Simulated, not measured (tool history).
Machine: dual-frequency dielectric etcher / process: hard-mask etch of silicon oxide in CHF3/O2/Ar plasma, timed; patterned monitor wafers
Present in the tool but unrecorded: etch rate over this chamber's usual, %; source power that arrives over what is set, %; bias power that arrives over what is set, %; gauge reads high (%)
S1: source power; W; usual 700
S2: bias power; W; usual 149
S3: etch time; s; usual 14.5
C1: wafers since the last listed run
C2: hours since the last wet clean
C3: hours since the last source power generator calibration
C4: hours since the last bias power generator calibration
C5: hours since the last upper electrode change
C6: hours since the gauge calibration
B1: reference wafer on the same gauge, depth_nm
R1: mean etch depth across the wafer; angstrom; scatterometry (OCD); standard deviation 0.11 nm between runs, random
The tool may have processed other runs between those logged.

run 1 hour=0 | S1=700 S2=149 S3=16.5 | C1=0 C2=277.5 C3=975 C4=4553.5 C5=2004.8 C6=553.2 | B1=26.51 | R1=279
-- hour=55.4 wet clean of the chamber
run 2 hour=55.9 | S1=700 S2=149 S3=16.5 | C1=532 C2=0.5 C3=1030.9 C4=4609.4 C5=2060.7 C6=609.1 | B1=26.53 | R1=288.3
run 3 hour=119.9 | S1=700 S2=149 S3=14.5 | C1=1068 C2=64.5 C3=1094.9 C4=4673.4 C5=2124.7 C6=673.1 | B1=26.5 | R1=252.7
run 4 hour=150.7 | S1=700 S2=149 S3=14.5 | C1=514 C2=95.3 C3=1125.7 C4=4704.2 C5=2155.5 C6=703.9 | B1=26.54 | R1=250.4
run 5 hour=197.1 | S1=700 S2=149 S3=14.5 | C1=774 C2=141.7 C3=1172.1 C4=4750.6 C5=2201.9 C6=750.3 | B1=26.53 | R1=247.2
run 6 hour=241.5 | S1=700 S2=149 S3=14.5 | C1=741 C2=186.1 C3=1216.5 C4=4795 C5=2246.3 C6=794.7 | B1=26.5 | R1=249
run 7 hour=270.1 | S1=700 S2=149 S3=14.5 | C1=477 C2=214.7 C3=1245.1 C4=4823.6 C5=2274.9 C6=823.3 | B1=26.51 | R1=247.5
run 8 hour=328.7 | S1=700 S2=149 S3=14.5 | C1=978 C2=273.3 C3=1303.7 C4=4882.2 C5=2333.5 C6=881.9 | B1=26.51 | R1=245.4
-- hour=457.9 wet clean of the chamber
run 9 hour=458.4 | S1=700 S2=149 S3=14.5 | C1=1764 C2=0.5 C3=1433.4 C4=5011.9 C5=2463.2 C6=1011.6 | B1=26.49 | R1=254.2
-- hour=482.3 bias power generator calibrated
run 10 hour=514.4 | S1=700 S2=149 S3=14.5 | C1=867 C2=56.5 C3=1489.4 C4=32.1 C5=2519.2 C6=1067.6 | B1=26.5 | R1=251.9
run 11 hour=565.1 | S1=700 S2=149 S3=14.5 | C1=846 C2=107.2 C3=1540.1 C4=82.8 C5=2569.9 C6=1118.3 | B1=26.53 | R1=249.5
run 12 hour=595.2 | S1=700 S2=149 S3=14.5 | C1=502 C2=137.3 C3=1570.2 C4=112.9 C5=2600 C6=1148.4 | B1=26.53 | R1=250.5
run 13 hour=653.3 | S1=540 S2=149 S3=13 | C1=969 C2=195.4 C3=1628.3 C4=171 C5=2658.1 C6=1206.5 | B1=26.52 | R1=196.1
run 14 hour=681.3 | S1=530 S2=149 S3=11.5 | C1=467 C2=223.4 C3=1656.3 C4=199 C5=2686.1 C6=1234.5 | B1=26.51 | R1=170.5
run 15 hour=730.8 | S1=700 S2=165 S3=14.5 | C1=826 C2=272.9 C3=1705.8 C4=248.5 C5=2735.6 C6=1284 | B1=26.47 | R1=252
-- hour=769.5 wet clean of the chamber
run 16 hour=786.3 | S1=700 S2=149 S3=17 | C1=525 C2=16.8 C3=1761.3 C4=304 C5=2791.1 C6=1339.5 | B1=26.49 | R1=294.1
-- hour=807 gauge calibrated
-- hour=819.5 source power generator calibrated
run 17 hour=819.9 | S1=700 S2=149 S3=14.5 | C1=494 C2=50.4 C3=0.4 C4=337.6 C5=2824.7 C6=12.9 | B1=26.53 | R1=251
run 18 hour=850.1 | S1=700 S2=181 S3=18 | C1=504 C2=80.6 C3=30.6 C4=367.8 C5=2854.9 C6=43.1 | B1=26.51 | R1=327.6
run 19 hour=875.7 | S1=700 S2=113 S3=13.5 | C1=427 C2=106.2 C3=56.2 C4=393.4 C5=2880.5 C6=68.7 | B1=26.54 | R1=217.6
-- hour=927.2 upper electrode replaced
run 20 hour=927.7 | S1=700 S2=174 S3=10.5 | C1=467 C2=158.2 C3=108.2 C4=445.4 C5=0.5 C6=120.7 | B1=26.46 | R1=186.4
run 21 hour=938.6 | S1=630 S2=164 S3=16 | C1=181 C2=169.1 C3=119.1 C4=456.3 C5=11.4 C6=131.6 | B1=26.5 | R1=268.8
run 22 hour=1006.8 | S1=700 S2=149 S3=14.5 | C1=1138 C2=237.3 C3=187.3 C4=524.5 C5=79.6 C6=199.8 | B1=26.51 | R1=244.8
-- hour=1113.4 wet clean of the chamber
run 23 hour=1113.9 | S1=820 S2=149 S3=14.5 | C1=1387 C2=0.5 C3=294.4 C4=631.6 C5=186.7 C6=306.9 | B1=26.54 | R1=272.8
run 24 hour=1138.1 | S1=700 S2=149 S3=16.5 | C1=403 C2=24.7 C3=318.6 C4=655.8 C5=210.9 C6=331.1 | B1=26.48 | R1=285.5
run 25 hour=1175.8 | S1=800 S2=165 S3=11.5 | C1=629 C2=62.4 C3=356.3 C4=693.5 C5=248.6 C6=368.8 | B1=26.49 | R1=217.4

Hidden condition of the tool, last listed run before each entry between runs versus first listed run after:
Between runs 1 and 2: wet clean of the chamber (hour 55.4)
  etch rate over this chamber's usual, %: -3.55 -> -0.114
  measured less the result without the state, R1: -10.2 -> -0.3 angstrom
Between runs 8 and 9: wet clean of the chamber (hour 457.9)
  etch rate over this chamber's usual, %: -3.63 -> 0.0542
  measured less the result without the state, R1: -9.2 -> +0.1 angstrom
Between runs 9 and 10: bias power generator calibrated (hour 482.3)
  etch rate over this chamber's usual, %: 0.0542 -> -0.668
  measured less the result without the state, R1: +0.1 -> -1.7 angstrom
Between runs 15 and 16: wet clean of the chamber (hour 769.5)
  etch rate over this chamber's usual, %: -3.46 -> -0.772
  measured less the result without the state, R1: -9.1 -> -2.2 angstrom
Between runs 16 and 17: gauge calibrated (hour 807); source power generator calibrated (hour 819.5)
  etch rate over this chamber's usual, %: -0.772 -> -1.2
  measured less the result without the state, R1: -2.2 -> -3.1 angstrom
Between runs 19 and 20: upper electrode replaced (hour 927.2)
  etch rate over this chamber's usual, %: -1.92 -> -2.59
  measured less the result without the state, R1: -4.3 -> -5 angstrom
Between runs 22 and 23: wet clean of the chamber (hour 1113.4)
  etch rate over this chamber's usual, %: -3.61 -> -0.318
  measured less the result without the state, R1: -9.2 -> -0.9 angstrom
